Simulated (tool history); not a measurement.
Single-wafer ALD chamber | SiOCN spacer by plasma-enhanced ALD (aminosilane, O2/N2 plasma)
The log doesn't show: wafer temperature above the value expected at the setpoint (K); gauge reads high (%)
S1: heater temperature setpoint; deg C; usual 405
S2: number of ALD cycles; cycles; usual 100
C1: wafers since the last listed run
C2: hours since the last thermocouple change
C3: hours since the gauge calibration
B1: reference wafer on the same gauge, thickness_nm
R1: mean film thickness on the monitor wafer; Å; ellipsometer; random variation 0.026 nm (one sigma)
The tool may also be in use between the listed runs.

Run 1, hour 0.0: usual settings; C1 0; C2 593.0; C3 624.1; B1 7.387. Result: R1 64.53 Å.
Run 2, hour 85.4: usual settings; C1 203; C2 678.4; C3 709.5; B1 7.372. Result: R1 63.66 Å.
Run 3, hour 150.3: usual settings; C1 154; C2 743.3; C3 774.4; B1 7.359. Result: R1 63.98 Å.
Run 4, hour 199.9: usual settings; C1 118; C2 792.9; C3 824.0; B1 7.353. Result: R1 63.73 Å.
Run 5, hour 269.6: usual settings; C1 166; C2 862.6; C3 893.7; B1 7.340. Result: R1 64.11 Å.
Run 6, hour 537.8: usual settings; C1 640; C2 1130.8; C3 1161.9; B1 7.302. Result: R1 63.14 Å.
Run 7, hour 579.6: usual settings; C1 99; C2 1172.6; C3 1203.7; B1 7.291. Result: R1 63.39 Å.
Run 8, hour 673.2: usual settings; C1 223; C2 1266.2; C3 1297.3; B1 7.282. Result: R1 63.44 Å.
Run 9, hour 740.5: usual settings; C1 160; C2 1333.5; C3 1364.6; B1 7.271. Result: R1 63.19 Å.
Run 10, hour 791.2: usual settings; C1 120; C2 1384.2; C3 1415.3; B1 7.272. Result: R1 63.37 Å.
Run 11, hour 1036.5: usual settings; C1 585; C2 1629.5; C3 1660.6; B1 7.224. Result: R1 62.52 Å.
At hour 1051.8: thermocouple changed; heater temperature recalibrated.
Run 12, hour 1100.9: usual settings but S2 91 cycles; C1 134; C2 49.1; C3 1725.0; B1 7.201. Result: R1 56.88 Å.
Run 13, hour 1183.3: usual settings but S1 418 deg C, S2 80 cycles; C1 196; C2 131.5; C3 1807.4; B1 7.185. Result: R1 48.33 Å.
At hour 1225.3: gauge calibrated.
Run 14, hour 1268.7: usual settings but S1 400 deg C, S2 85 cycles; C1 203; C2 216.9; C3 43.4; B1 7.528. Result: R1 56.71 Å.
Run 15, hour 1340.5: usual settings but S1 391 deg C, S2 87 cycles; C1 171; C2 288.7; C3 115.2; B1 7.526. Result: R1 57.97 Å.
Run 16, hour 1384.0: usual settings; C1 103; C2 332.2; C3 158.7; B1 7.526. Result: R1 65.86 Å.
Run 17, hour 1476.9: usual settings but S1 393 deg C, S2 89 cycles; C1 221; C2 425.1; C3 251.6; B1 7.507. Result: R1 58.81 Å.
Run 18, hour 1547.5: usual settings but S1 417 deg C, S2 112 cycles; C1 168; C2 495.7; C3 322.2; B1 7.489. Result: R1 70.15 Å.
Run 19, hour 1645.0: usual settings but S1 417 deg C, S2 90 cycles; C1 232; C2 593.2; C3 419.7; B1 7.468. Result: R1 56.44 Å.
Run 20, hour 1682.3: usual settings but S2 111 cycles; C1 89; C2 630.5; C3 457.0; B1 7.469. Result: R1 71.85 Å.
Run 21, hour 1730.9: usual settings but S1 399 deg C, S2 118 cycles; C1 115; C2 679.1; C3 505.6; B1 7.463. Result: R1 77.53 Å.
Run 22, hour 1815.6: usual settings but S1 401 deg C, S2 84 cycles; C1 202; C2 763.8; C3 590.3; B1 7.457. Result: R1 54.69 Å.
Run 23, hour 1870.4: usual settings; C1 130; C2 818.6; C3 645.1; B1 7.437. Result: R1 64.37 Å.
Run 24, hour 1906.4: usual settings but S1 395 deg C, S2 91 cycles; C1 85; C2 854.6; C3 681.1; B1 7.440. Result: R1 59.63 Å.

Forecast each of these 3 alternatives for the next run:
Run A, hour 1907.0: usual settings but S1 398 deg C; C1 1; C2 855.2; C3 681.7; B1 ?. Result: R1 ?.
Run B, hour 1907.0: usual settings but S1 416 deg C; C1 1; C2 855.2; C3 681.7; B1 ?. Result: R1 ?.
Run C, hour 1907.0: usual settings but S1 391 deg C, S2 115 cycles; C1 1; C2 855.2; C3 681.7; B1 ?. Result: R1 ?.

run     B1     R1
  A  7.432  65.47
  B  7.432  62.58
  C  7.432  75.29
Without the tool's hidden state the same runs would have given:
run     R1
  A  66.06
  B  63.15
  C  75.97
